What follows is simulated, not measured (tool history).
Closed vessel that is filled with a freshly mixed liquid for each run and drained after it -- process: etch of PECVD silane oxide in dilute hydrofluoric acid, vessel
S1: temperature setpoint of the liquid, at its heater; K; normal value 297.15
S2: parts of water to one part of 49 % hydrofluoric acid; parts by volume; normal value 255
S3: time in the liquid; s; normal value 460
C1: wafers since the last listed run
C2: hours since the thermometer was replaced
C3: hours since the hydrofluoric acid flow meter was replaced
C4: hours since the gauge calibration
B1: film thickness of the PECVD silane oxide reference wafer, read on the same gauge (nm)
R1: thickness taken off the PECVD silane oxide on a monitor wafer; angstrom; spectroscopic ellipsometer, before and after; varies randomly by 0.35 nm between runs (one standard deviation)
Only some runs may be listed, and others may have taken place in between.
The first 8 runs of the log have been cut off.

run	hour	S1	S2	S3	C1	C2	C3	C4	B1	R1
9	167.4	297.15	255	350	2016	596.5	852.7	870.5	89.99	436.1
10	190.2	297.15	255	350	1363	619.3	875.5	893.3	90.01	436.6
11	207.1	297.15	255	350	1010	636.2	892.4	910.2	89.95	437.8
12	227.9	297.15	255	460	1244	657	913.2	931	89.98	579.1
13	253.6	297.15	255	460	1537	682.7	938.9	956.7	90.01	584.4
# hour 256.6: thermometer replaced
14	276.9	297.15	255	460	1334	20.3	962.2	980	90.01	542.6
15	290.3	297.15	290	615	801	33.7	975.6	993.4	89.97	608.3
16	304.2	297.15	215	460	831	47.6	989.5	1007.3	89.95	675
17	337.8	297.15	255	460	2010	81.2	1023.1	1040.9	89.99	544.7
18	350.5	300.15	255	460	759	93.9	1035.8	1053.6	89.97	610.6
19	385.7	297.15	255	460	2105	129.1	1071	1088.8	90.04	548.7
# hour 400.3: gauge calibrated
20	401.2	297.15	190	460	927	144.6	1086.5	0.9	90.02	796.9
21	433.5	294.65	370	725	1932	176.9	1118.8	33.2	90.02	489.8
22	468	293.65	255	265	2063	211.4	1153.3	67.7	90.04	282.6
23	502.3	297.15	255	460	2051	245.7	1187.6	102	90.01	552.1
24	529.9	297.15	255	570	1651	273.3	1215.2	129.6	89.96	691.2
# hour 542.1: hydrofluoric acid flow meter replaced
25	552.7	297.15	255	365	1304	296.1	10.6	152.4	90.05	443.9
26	574.8	297.15	255	460	1322	318.2	32.7	174.5	90.03	559.9
27	596.8	292.65	205	310	1316	340.2	54.7	196.5	90.01	413.2
28	620.8	297.15	255	460	1435	364.2	78.7	220.5	90.02	561.1
29	717.7	300.15	365	605	5796	461.1	175.6	317.4	89.97	520.7
30	748	297.15	255	460	1812	491.4	205.9	347.7	89.97	571.3
31	767.4	297.15	255	390	1160	510.8	225.3	367.1	90	484.1
32	788.6	297.15	255	625	1268	532	246.5	388.3	90	766.3

Branching from run 32: 5 alternative next runs. What would each branch give?
A	789.4	297.15	335	460	47	532.8	247.3	389.1	?	?
B	789.4	298.65	255	460	47	532.8	247.3	389.1	?	?
C	789.4	297.15	180	390	47	532.8	247.3	389.1	?	?
D	789.4	301.15	255	460	47	532.8	247.3	389.1	?	?
E	789.4	293.65	185	460	47	532.8	247.3	389.1	?	?

run	B1	R1
A	90	404
B	90	606.3
C	90	750.4
D	90	659.8
E	90	751.2
Without the tool's hidden state the same runs would have given:
run	R1
A	382.7
B	573.3
C	706.8
D	625
E	706.2
